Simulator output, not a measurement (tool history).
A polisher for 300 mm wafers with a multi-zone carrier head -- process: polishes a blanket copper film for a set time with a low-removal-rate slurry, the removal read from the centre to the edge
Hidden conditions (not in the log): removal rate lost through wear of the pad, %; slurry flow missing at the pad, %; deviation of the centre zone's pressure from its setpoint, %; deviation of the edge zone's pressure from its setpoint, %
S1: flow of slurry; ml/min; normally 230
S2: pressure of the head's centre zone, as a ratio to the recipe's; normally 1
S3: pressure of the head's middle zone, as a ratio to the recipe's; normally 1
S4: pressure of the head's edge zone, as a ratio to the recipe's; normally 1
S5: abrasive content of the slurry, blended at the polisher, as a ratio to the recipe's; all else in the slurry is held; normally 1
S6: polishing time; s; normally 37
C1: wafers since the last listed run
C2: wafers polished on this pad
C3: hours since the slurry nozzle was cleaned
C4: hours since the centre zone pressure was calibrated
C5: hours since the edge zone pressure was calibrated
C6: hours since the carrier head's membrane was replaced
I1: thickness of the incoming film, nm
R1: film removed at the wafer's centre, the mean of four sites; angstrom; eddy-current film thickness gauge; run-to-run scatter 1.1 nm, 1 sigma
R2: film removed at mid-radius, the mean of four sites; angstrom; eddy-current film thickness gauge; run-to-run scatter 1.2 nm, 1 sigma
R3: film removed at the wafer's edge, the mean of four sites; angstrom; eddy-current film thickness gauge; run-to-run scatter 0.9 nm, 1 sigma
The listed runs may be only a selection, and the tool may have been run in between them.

run	hour	S1	S2	S3	S4	S5	S6	C1	C2	C3	C4	C5	C6	I1	R1	R2	R3
1	0	230	1.05	1	1	1	37	0	43	711.7	923.3	380.8	1577.3	905.9	1074	1095	1055
2	10.1	230	1	1	1	1	37	125	169	721.8	933.4	390.9	1587.4	901.2	1040	1108	1063
3	26.6	230	0.93	1	1	1	37	205	374	738.3	949.9	407.4	1603.9	907.1	965	1100	1052
4	40.2	230	0.93	1	1	1	37	169	544	751.9	963.5	421	1617.5	895.8	972	1103	1051
5	55.9	230	0.93	1	1	1	37	195	739	767.6	979.2	436.7	1633.2	900.8	955	1096	1048
# hour 68.4: centre zone pressure recalibrated
6	68.9	230	1	0.97	1	1	37	137	876	780.6	0.5	449.7	1646.2	902.5	1041	1067	1041
# hour 75.5: worn pad replaced by a new one
7	82.7	230	1	0.97	1	1	37	122	89	794.4	14.3	463.5	1660	907.6	1057	1053	1067
# hour 87.2: edge zone pressure recalibrated
8	118	230	1	1	1	1	37	414	504	829.7	49.6	30.8	1695.3	908	1028	1083	1059
9	132.3	230	1	1	1	1	37	178	682	844	63.9	45.1	1709.6	910.4	1045	1094	1062
10	141.6	230	1	1	1	1	37	115	798	853.3	73.2	54.4	1718.9	900.5	1030	1097	1051
# hour 151.1: worn pad replaced by a new one
11	151.6	230	1	1	1.04	1	37	74	6	863.3	83.2	64.4	1728.9	910.1	1047	1088	1077
12	158	230	1	1	1	1	33	79	86	869.7	89.6	70.8	1735.3	898.7	916	981	940
# hour 161.2: slurry nozzle cleaned
# hour 167.7: carrier head's membrane replaced by a new one
13	168.2	230	1	1	1.09	1	37	52	138	7	99.8	81	0.5	917.9	1177	1220	1189
14	173.2	230	1	1	1	1	37	62	201	12	104.8	86	5.5	896	1174	1226	1135
15	190.8	200	1	0.93	1.1	1	37	219	420	29.6	122.4	103.6	23.1	892.3	1132	1135	1172
16	197.2	155	1	1	1	1	37	79	500	36	128.8	110	29.5	894.7	1070	1124	1082
17	203.9	230	1.12	1	1	1	37	83	583	42.7	135.5	116.7	36.2	893.7	1290	1208	1135
# hour 220: worn pad replaced by a new one
18	220.5	230	1	1	1	1	37	156	6	59.3	152.1	133.3	52.8	902.8	1177	1209	1124
19	232.3	230	1	1.03	1	1	37	146	153	71.1	163.9	145.1	64.6	894	1161	1253	1136
20	246	230	1	1	1	1	37	170	323	84.8	177.6	158.8	78.3	911.6	1161	1184	1124
21	260.6	230	1	1	1	1	37	181	505	99.4	192.2	173.4	92.9	902.9	1150	1193	1124

4 ways to go on from here, each from the tool as it stands after run 21. What would each give?
A	261	230	1	1	1	1	37	4	510	99.8	192.6	173.8	93.3	899.1	?	?	?
B	261	205	1	1	1.07	1	37	4	510	99.8	192.6	173.8	93.3	899.1	?	?	?
C	261	265	1	1	0.92	1.15	45	4	510	99.8	192.6	173.8	93.3	899.1	?	?	?
D	261	230	1	1	1	1	48	4	510	99.8	192.6	173.8	93.3	899.1	?	?	?

run	R1	R2	R3
A	1124	1204	1123
B	1097	1179	1143
C	1443	1542	1374
D	1458	1562	1456
With the hidden condition removed and each run's random variation left untouched, the same runs would have given:
run	R1	R2	R3
A	1162	1241	1148
B	1140	1220	1172
C	1485	1582	1401
D	1508	1610	1489
